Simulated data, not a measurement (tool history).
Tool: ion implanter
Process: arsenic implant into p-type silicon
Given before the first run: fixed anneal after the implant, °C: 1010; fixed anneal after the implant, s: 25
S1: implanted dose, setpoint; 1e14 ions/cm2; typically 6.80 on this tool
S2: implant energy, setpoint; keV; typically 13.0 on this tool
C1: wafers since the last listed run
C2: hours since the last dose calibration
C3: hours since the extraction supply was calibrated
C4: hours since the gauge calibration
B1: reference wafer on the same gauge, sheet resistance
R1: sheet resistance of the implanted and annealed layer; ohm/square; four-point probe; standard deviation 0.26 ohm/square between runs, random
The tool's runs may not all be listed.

{"run": 1, "hour": 0.0, "S1": 6.8, "S2": 11.5, "C1": 0, "C2": 537.5, "C3": 4621.9, "C4": 1257.1, "B1": 165.99, "R1": 173.51}
{"run": 2, "hour": 80.1, "S1": 6.8, "S2": 11.5, "C1": 1086, "C2": 617.6, "C3": 4702.0, "C4": 1337.2, "B1": 166.02, "R1": 173.69}
{"run": 3, "hour": 140.1, "S1": 6.8, "S2": 13.0, "C1": 813, "C2": 677.6, "C3": 4762.0, "C4": 1397.2, "B1": 165.98, "R1": 171.39}
{"run": 4, "hour": 223.4, "S1": 6.8, "S2": 13.0, "C1": 1129, "C2": 760.9, "C3": 4845.3, "C4": 1480.5, "B1": 166.0, "R1": 171.27}
{"run": 5, "hour": 309.8, "S1": 6.8, "S2": 13.0, "C1": 1171, "C2": 847.3, "C3": 4931.7, "C4": 1566.9, "B1": 165.99, "R1": 171.57}
{"run": 6, "hour": 364.5, "S1": 6.8, "S2": 13.0, "C1": 741, "C2": 902.0, "C3": 4986.4, "C4": 1621.6, "B1": 166.01, "R1": 171.92}
{"run": 7, "hour": 414.0, "S1": 5.26, "S2": 13.0, "C1": 671, "C2": 951.5, "C3": 5035.9, "C4": 1671.1, "B1": 165.99, "R1": 205.61}
{"hour": 460.5, "done": "Faraday cup replaced and dose calibrated"}
{"run": 8, "hour": 481.6, "S1": 5.26, "S2": 13.0, "C1": 808, "C2": 21.1, "C3": 5103.5, "C4": 1738.7, "B1": 165.99, "R1": 204.59}
{"run": 9, "hour": 545.1, "S1": 6.8, "S2": 13.0, "C1": 861, "C2": 84.6, "C3": 5167.0, "C4": 1802.2, "B1": 166.06, "R1": 171.15}
{"run": 10, "hour": 624.5, "S1": 6.8, "S2": 13.0, "C1": 1076, "C2": 164.0, "C3": 5246.4, "C4": 1881.6, "B1": 165.99, "R1": 171.25}
{"run": 11, "hour": 703.5, "S1": 6.8, "S2": 13.0, "C1": 1071, "C2": 243.0, "C3": 5325.4, "C4": 1960.6, "B1": 165.96, "R1": 170.74}
{"run": 12, "hour": 783.1, "S1": 6.8, "S2": 13.0, "C1": 1079, "C2": 322.6, "C3": 5405.0, "C4": 2040.2, "B1": 165.96, "R1": 171.05}
{"run": 13, "hour": 843.8, "S1": 6.8, "S2": 13.0, "C1": 823, "C2": 383.3, "C3": 5465.7, "C4": 2100.9, "B1": 166.01, "R1": 171.07}
{"run": 14, "hour": 1014.2, "S1": 6.8, "S2": 13.0, "C1": 2311, "C2": 553.7, "C3": 5636.1, "C4": 2271.3, "B1": 166.04, "R1": 171.18}
{"run": 15, "hour": 1069.8, "S1": 6.8, "S2": 13.0, "C1": 754, "C2": 609.3, "C3": 5691.7, "C4": 2326.9, "B1": 165.98, "R1": 170.99}
{"hour": 1154.6, "done": "extraction supply calibrated"}
{"run": 16, "hour": 1156.2, "S1": 6.8, "S2": 13.0, "C1": 1063, "C2": 695.7, "C3": 1.6, "C4": 2413.3, "B1": 165.97, "R1": 171.08}
{"run": 17, "hour": 1212.0, "S1": 6.8, "S2": 11.5, "C1": 756, "C2": 751.5, "C3": 57.4, "C4": 2469.1, "B1": 165.98, "R1": 173.33}
{"hour": 1213.6, "done": "gauge calibrated"}
{"run": 18, "hour": 1273.9, "S1": 4.91, "S2": 16.0, "C1": 839, "C2": 813.4, "C3": 119.3, "C4": 60.3, "B1": 165.98, "R1": 211.13}
{"run": 19, "hour": 1376.2, "S1": 8.17, "S2": 10.0, "C1": 1387, "C2": 915.7, "C3": 221.6, "C4": 162.6, "B1": 166.02, "R1": 156.67}
{"run": 20, "hour": 1465.2, "S1": 6.8, "S2": 9.0, "C1": 1207, "C2": 1004.7, "C3": 310.6, "C4": 251.6, "B1": 166.0, "R1": 177.02}
{"run": 21, "hour": 1501.8, "S1": 8.4, "S2": 9.5, "C1": 496, "C2": 1041.3, "C3": 347.2, "C4": 288.2, "B1": 166.01, "R1": 155.52}
{"run": 22, "hour": 1574.4, "S1": 5.76, "S2": 14.5, "C1": 984, "C2": 1113.9, "C3": 419.8, "C4": 360.8, "B1": 165.99, "R1": 190.82}
{"run": 23, "hour": 1648.6, "S1": 6.13, "S2": 8.5, "C1": 1006, "C2": 1188.1, "C3": 494.0, "C4": 435.0, "B1": 165.96, "R1": 191.68}
{"hour": 1741.2, "done": "Faraday cup replaced and dose calibrated"}
{"run": 24, "hour": 1752.5, "S1": 8.63, "S2": 10.5, "C1": 1300, "C2": 11.3, "C3": 597.9, "C4": 538.9, "B1": 165.98, "R1": 150.65}
{"run": 25, "hour": 1855.9, "S1": 8.64, "S2": 10.0, "C1": 1402, "C2": 114.7, "C3": 701.3, "C4": 642.3, "B1": 166.02, "R1": 151.07}
{"run": 26, "hour": 1952.0, "S1": 8.64, "S2": 10.0, "C1": 1303, "C2": 210.8, "C3": 797.4, "C4": 738.4, "B1": 166.02, "R1": 151.74}
{"run": 27, "hour": 2059.7, "S1": 6.8, "S2": 8.5, "C1": 1460, "C2": 318.5, "C3": 905.1, "C4": 846.1, "B1": 165.99, "R1": 177.38}
{"run": 28, "hour": 2114.3, "S1": 7.53, "S2": 13.0, "C1": 740, "C2": 373.1, "C3": 959.7, "C4": 900.7, "B1": 165.99, "R1": 159.88}
{"run": 29, "hour": 2173.2, "S1": 7.86, "S2": 9.0, "C1": 798, "C2": 432.0, "C3": 1018.6, "C4": 959.6, "B1": 166.01, "R1": 161.43}
{"run": 30, "hour": 2244.9, "S1": 7.8, "S2": 16.0, "C1": 972, "C2": 503.7, "C3": 1090.3, "C4": 1031.3, "B1": 166.0, "R1": 152.44}
{"run": 31, "hour": 2295.2, "S1": 6.8, "S2": 13.0, "C1": 682, "C2": 554.0, "C3": 1140.6, "C4": 1081.6, "B1": 166.01, "R1": 171.62}
{"run": 32, "hour": 2334.4, "S1": 8.09, "S2": 10.5, "C1": 531, "C2": 593.2, "C3": 1179.8, "C4": 1120.8, "B1": 165.99, "R1": 156.94}
{"run": 33, "hour": 2387.4, "S1": 6.8, "S2": 13.0, "C1": 718, "C2": 646.2, "C3": 1232.8, "C4": 1173.8, "B1": 165.98, "R1": 170.93}

Run by run, hidden condition taken away, random variation retained:
What the log doesn't record here: deviation of the true dose from the Faraday cup's reading, %; deviation of the true energy from its setpoint, %; gauge reads high (%).
run=1 R1=173.16
run=2 R1=173.24
run=3 R1=170.87
run=4 R1=170.64
run=5 R1=170.79
run=6 R1=171.06
run=7 R1=204.39
run=8 R1=204.83
run=9 R1=171.33
run=10 R1=171.41
run=11 R1=170.87
run=12 R1=171.14
run=13 R1=171.12
run=14 R1=171.07
run=15 R1=170.82
run=16 R1=170.80
run=17 R1=172.98
run=18 R1=210.53
run=19 R1=156.17
run=20 R1=176.24
run=21 R1=154.85
run=22 R1=189.63
run=23 R1=190.36
run=24 R1=150.69
run=25 R1=151.09
run=26 R1=151.74
run=27 R1=177.32
run=28 R1=159.79
run=29 R1=161.31
run=30 R1=152.27
run=31 R1=171.37
run=32 R1=156.70
run=33 R1=170.56
